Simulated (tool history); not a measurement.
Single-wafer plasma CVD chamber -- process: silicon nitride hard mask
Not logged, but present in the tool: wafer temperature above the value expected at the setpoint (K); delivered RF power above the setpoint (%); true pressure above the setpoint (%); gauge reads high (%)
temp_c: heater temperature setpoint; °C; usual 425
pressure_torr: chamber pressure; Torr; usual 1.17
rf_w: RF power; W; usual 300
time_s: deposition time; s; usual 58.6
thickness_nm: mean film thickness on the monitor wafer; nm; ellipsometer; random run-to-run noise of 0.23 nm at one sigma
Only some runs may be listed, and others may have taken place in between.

run	hour	temp_c	pressure_torr	rf_w	time_s	wafers since the last listed run	hours since the last thermocouple change	hours since the last RF generator calibration	hours since the last manometer calibration	hours since the showerhead was replaced	hours since the gauge calibration	read-back reference wafer on the same gauge, thickness_nm	thickness_nm
1	0.0	425	1.17	300	58.6	0	923.3	399.4	3000.3	4248.9	634.7	56.349	56.197
2	13.5	425	1.17	300	58.6	252	936.8	412.9	3013.8	4262.4	648.2	56.347	55.844
3	40.1	425	1.17	300	58.6	497	963.4	439.5	3040.4	4289.0	674.8	56.301	56.210
4	73.1	425	1.17	300	58.6	616	996.4	472.5	3073.4	4322.0	707.8	56.205	56.442
5	89.3	425	1.17	300	58.6	302	1012.6	488.7	3089.6	4338.2	724.0	56.390	56.172
6	121.3	432	1.17	300	58.6	597	1044.6	520.7	3121.6	4370.2	756.0	56.415	56.032
7	146.1	432	1.17	300	58.6	463	1069.4	545.5	3146.4	4395.0	780.8	56.286	56.141
8	161.4	432	1.17	300	58.6	285	1084.7	560.8	3161.7	4410.3	796.1	56.387	56.222
# hour 186.1: capacitance manometer re-zeroed and calibrated
# hour 186.3: gauge calibrated
9	186.6	425	1.17	300	58.6	321	1109.9	586.0	0.5	4435.5	0.3	54.747	54.859
10	198.6	425	1.06	300	58.6	224	1121.9	598.0	12.5	4447.5	12.3	54.878	52.381
11	214.5	414	1.42	350	52.3	297	1137.8	613.9	28.4	4463.4	28.2	54.973	59.035
12	230.1	415	1.17	340	58.6	291	1153.4	629.5	44.0	4479.0	43.8	55.060	59.738
13	260.4	425	1.17	300	58.6	566	1183.7	659.8	74.3	4509.3	74.1	55.241	55.033
14	286.8	425	1.17	275	49.5	493	1210.1	686.2	100.7	4535.7	100.5	55.348	44.508
15	309.6	425	1.17	300	58.6	426	1232.9	709.0	123.5	4558.5	123.3	55.477	55.447
16	410.8	425	1.17	360	58.6	1891	1334.1	810.2	224.7	4659.7	224.5	55.809	61.529
17	434.1	425	1.28	345	58.6	435	1357.4	833.5	248.0	4683.0	247.8	56.002	63.550
18	465.3	425	1.17	300	53.9	583	1388.6	864.7	279.2	4714.2	279.0	56.100	51.470
# hour 494.2: RF generator calibrated
19	494.7	425	1.17	300	70.2	399	1418.0	0.5	308.6	4743.6	308.4	56.091	67.078
20	516.7	412	1.08	260	66.2	411	1440.0	22.5	330.6	4765.6	330.4	56.187	55.721
# hour 540.6: thermocouple changed; heater temperature recalibrated
# hour 550.9: showerhead replaced
21	551.4	414	1.38	320	58.6	349	10.8	57.2	365.3	0.5	365.1	56.249	63.152
22	565.1	437	1.46	320	52.2	256	24.5	70.9	379.0	14.2	378.8	56.259	56.965
23	597.5	438	1.17	300	58.6	605	56.9	103.3	411.4	46.6	411.2	56.373	55.676
24	616.5	425	1.17	300	58.6	355	75.9	122.3	430.4	65.6	430.2	56.426	56.269
25	633.7	425	1.17	300	58.6	321	93.1	139.5	447.6	82.8	447.4	56.306	55.869
26	738.8	425	1.17	245	58.6	1964	198.2	244.6	552.7	187.9	552.5	56.400	50.090
27	756.0	437	1.08	280	63.0	321	215.4	261.8	569.9	205.1	569.7	56.484	55.490
28	784.6	425	1.17	300	58.6	534	244.0	290.4	598.5	233.7	598.3	56.460	56.230
29	806.7	419	1.34	255	58.6	412	266.1	312.5	620.6	255.8	620.4	56.574	54.608

4 options for the next run, each taken on its own from the tool as it stands now. Forecast them:
A	807.1	425	1.17	300	53.2	7	266.5	312.9	621.0	256.2	620.8	?	?
B	807.1	439	1.17	300	58.6	7	266.5	312.9	621.0	256.2	620.8	?	?
C	807.1	420	1.33	240	50.1	7	266.5	312.9	621.0	256.2	620.8	?	?
D	807.1	433	1.37	300	58.6	7	266.5	312.9	621.0	256.2	620.8	?	?

run	read-back reference wafer on the same gauge, thickness_nm	thickness_nm
A	56.630	51.383
B	56.630	56.174
C	56.630	45.059
D	56.630	60.661
With the hidden condition removed and each run's random variation left untouched, the same runs would have given:
run	thickness_nm
A	49.711
B	54.346
C	43.593
D	58.687
